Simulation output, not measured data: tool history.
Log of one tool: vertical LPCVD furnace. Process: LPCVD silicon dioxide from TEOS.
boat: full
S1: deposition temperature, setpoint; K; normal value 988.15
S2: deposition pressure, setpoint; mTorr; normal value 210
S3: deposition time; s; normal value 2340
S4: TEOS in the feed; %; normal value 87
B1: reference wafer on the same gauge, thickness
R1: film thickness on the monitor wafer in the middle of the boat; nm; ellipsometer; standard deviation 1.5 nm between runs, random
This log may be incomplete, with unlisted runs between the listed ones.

{"run": 1, "hour": 0.0, "S1": 988.15, "S2": 210, "S3": 2340, "S4": 87, "B1": 429.39, "R1": 366.78}
{"run": 2, "hour": 86.5, "S1": 988.15, "S2": 210, "S3": 2340, "S4": 87, "B1": 428.64, "R1": 365.07}
{"run": 3, "hour": 164.6, "S1": 988.15, "S2": 210, "S3": 2340, "S4": 87, "B1": 429.42, "R1": 368.68}
{"run": 4, "hour": 232.7, "S1": 988.15, "S2": 210, "S3": 2340, "S4": 87, "B1": 429.13, "R1": 367.93}
{"run": 5, "hour": 320.7, "S1": 988.15, "S2": 210, "S3": 2970, "S4": 87, "B1": 429.22, "R1": 465.8}
{"run": 6, "hour": 425.7, "S1": 979.15, "S2": 210, "S3": 2340, "S4": 87, "B1": 429.34, "R1": 300.09}
{"run": 7, "hour": 526.0, "S1": 979.15, "S2": 210, "S3": 2340, "S4": 87, "B1": 429.22, "R1": 297.99}
{"run": 8, "hour": 597.9, "S1": 979.15, "S2": 210, "S3": 2340, "S4": 87, "B1": 428.85, "R1": 297.82}
{"run": 9, "hour": 663.5, "S1": 982.15, "S2": 210, "S3": 2340, "S4": 87, "B1": 429.21, "R1": 318.58}
{"hour": 688.7, "done": "TEOS flow controller replaced"}
{"run": 10, "hour": 737.1, "S1": 982.15, "S2": 210, "S3": 2340, "S4": 87, "B1": 428.93, "R1": 319.74}
{"run": 11, "hour": 798.3, "S1": 988.15, "S2": 210, "S3": 2340, "S4": 87, "B1": 428.78, "R1": 369.17}
{"run": 12, "hour": 879.1, "S1": 988.15, "S2": 210, "S3": 2340, "S4": 87, "B1": 429.09, "R1": 365.81}
{"hour": 969.5, "done": "pressure gauge zeroed"}
{"run": 13, "hour": 970.0, "S1": 988.15, "S2": 210, "S3": 2340, "S4": 87, "B1": 429.46, "R1": 368.21}
{"run": 14, "hour": 1000.7, "S1": 988.15, "S2": 210, "S3": 2340, "S4": 87, "B1": 429.22, "R1": 364.76}
{"run": 15, "hour": 1073.9, "S1": 980.15, "S2": 165, "S3": 2820, "S4": 97, "B1": 428.71, "R1": 342.87}
{"run": 16, "hour": 1117.4, "S1": 983.15, "S2": 210, "S3": 2340, "S4": 75, "B1": 429.74, "R1": 300.74}
{"hour": 1221.9, "done": "thermocouples replaced and temperature profile calibrated"}
{"run": 17, "hour": 1222.4, "S1": 996.15, "S2": 230, "S3": 1950, "S4": 87, "B1": 429.35, "R1": 383.59}
{"run": 18, "hour": 1278.5, "S1": 988.15, "S2": 175, "S3": 2340, "S4": 87, "B1": 428.62, "R1": 332.6}
{"run": 19, "hour": 1334.4, "S1": 1000.15, "S2": 210, "S3": 2880, "S4": 87, "B1": 429.84, "R1": 586.06}
{"run": 20, "hour": 1437.8, "S1": 988.15, "S2": 250, "S3": 2340, "S4": 87, "B1": 429.22, "R1": 400.29}
{"run": 21, "hour": 1480.4, "S1": 988.15, "S2": 210, "S3": 2340, "S4": 87, "B1": 429.38, "R1": 365.32}
{"run": 22, "hour": 1578.1, "S1": 988.15, "S2": 210, "S3": 2340, "S4": 73, "B1": 429.03, "R1": 334.99}
{"hour": 1582.3, "done": "gauge calibrated"}
{"run": 23, "hour": 1616.5, "S1": 988.15, "S2": 210, "S3": 2340, "S4": 87, "B1": 429.11, "R1": 364.38}
{"run": 24, "hour": 1698.8, "S1": 988.15, "S2": 230, "S3": 2340, "S4": 97, "B1": 428.57, "R1": 405.27}
{"run": 25, "hour": 1797.2, "S1": 988.15, "S2": 210, "S3": 2340, "S4": 75, "B1": 429.76, "R1": 341.38}
{"run": 26, "hour": 1842.5, "S1": 988.15, "S2": 160, "S3": 2340, "S4": 87, "B1": 428.95, "R1": 320.55}
{"run": 27, "hour": 1881.0, "S1": 983.15, "S2": 210, "S3": 2340, "S4": 75, "B1": 428.63, "R1": 305.54}
{"run": 28, "hour": 1966.8, "S1": 988.15, "S2": 210, "S3": 2340, "S4": 87, "B1": 428.54, "R1": 366.85}
{"run": 29, "hour": 2015.1, "S1": 988.15, "S2": 210, "S3": 1800, "S4": 87, "B1": 429.3, "R1": 280.96}
{"run": 30, "hour": 2094.8, "S1": 988.15, "S2": 210, "S3": 2340, "S4": 87, "B1": 428.45, "R1": 363.99}
{"run": 31, "hour": 2183.4, "S1": 980.15, "S2": 165, "S3": 2820, "S4": 97, "B1": 428.99, "R1": 346.44}

Run-by-run hidden state of the tool:
true tube temperature minus thermocouple reading, K: 0 across all the runs
true pressure minus gauge reading, mTorr: 0 across all the runs
deviation of the TEOS flow from its setpoint, %: 0 across all the runs
gauge reads high (%): 0 across all the runs

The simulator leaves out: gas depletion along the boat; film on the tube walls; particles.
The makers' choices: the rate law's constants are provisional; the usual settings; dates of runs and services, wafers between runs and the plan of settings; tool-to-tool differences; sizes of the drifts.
